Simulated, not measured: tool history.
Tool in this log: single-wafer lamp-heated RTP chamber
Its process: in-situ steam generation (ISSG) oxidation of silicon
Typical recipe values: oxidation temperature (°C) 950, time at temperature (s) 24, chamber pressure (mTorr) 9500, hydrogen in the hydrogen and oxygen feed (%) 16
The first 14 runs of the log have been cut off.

run	hour	oxidation temperature (°C)	time at temperature (s)	chamber pressure (mTorr)	hydrogen in the hydrogen and oxygen feed (%)	wafers since the last listed run	wafers since the last pyrometer calibration	hours since the pressure gauge was zeroed	hours since the hydrogen flow controller was replaced	hours since the gauge calibration	read-back reference wafer on the same gauge, thickness	oxide thickness on the monitor wafer (Å)
15	593.4	950	24	9500	21	201	4896	254.1	523.3	337	4.333	49.36
# hour 621.4: pyrometer window cleaned and pyrometer calibrated
16	647.7	950	24	9500	16	268	152	308.4	577.6	391.3	4.333	47.03
17	711.7	937	15	8400	23	371	523	372.4	641.6	455.3	4.33	41.07
18	753.3	943	24	8100	16	241	764	414	683.2	496.9	4.331	46.34
19	786	937	24	8700	26	189	954	446.7	715.9	529.6	4.347	50.74
20	845.5	950	24	9500	24	344	1299	506.2	775.4	589.1	4.345	51.06
21	916.2	950	19	10200	12	409	1709	576.9	846.1	659.8	4.341	39.35
22	954.6	950	24	10000	16	222	1931	615.3	884.5	698.2	4.346	46.49
23	1014.4	957	24	9500	16	346	2278	675.1	944.3	758	4.351	47.88
24	1068.5	931	24	9500	16	313	2592	729.2	998.4	812.1	4.35	44.51
25	1106.2	968	24	8900	13	218	2810	766.9	1036.1	849.8	4.352	47.76
26	1163.3	950	17	9500	16	331	3141	824	1093.2	906.9	4.366	40.85
27	1221.4	950	31	9500	19	336	3478	882.1	1151.3	965	4.367	54.58
28	1277.7	969	24	9500	25	326	3805	938.4	1207.6	1021.3	4.368	55.36
29	1325.7	950	24	9500	16	278	4083	986.4	1255.6	1069.3	4.371	47.13

Run 30, settings as shown, results not yet in. Your forecast:
30	1356.1	932	32	9500	20	176	4259	1016.8	1286	1099.7	?	?

Run 30 gave read-back reference wafer on the same gauge, thickness 4.369, oxide thickness on the monitor wafer (Å) 52.61.
On a tool with no hidden condition, and with the same random variation, this run would have come out at oxide thickness on the monitor wafer (Å) 52.04.
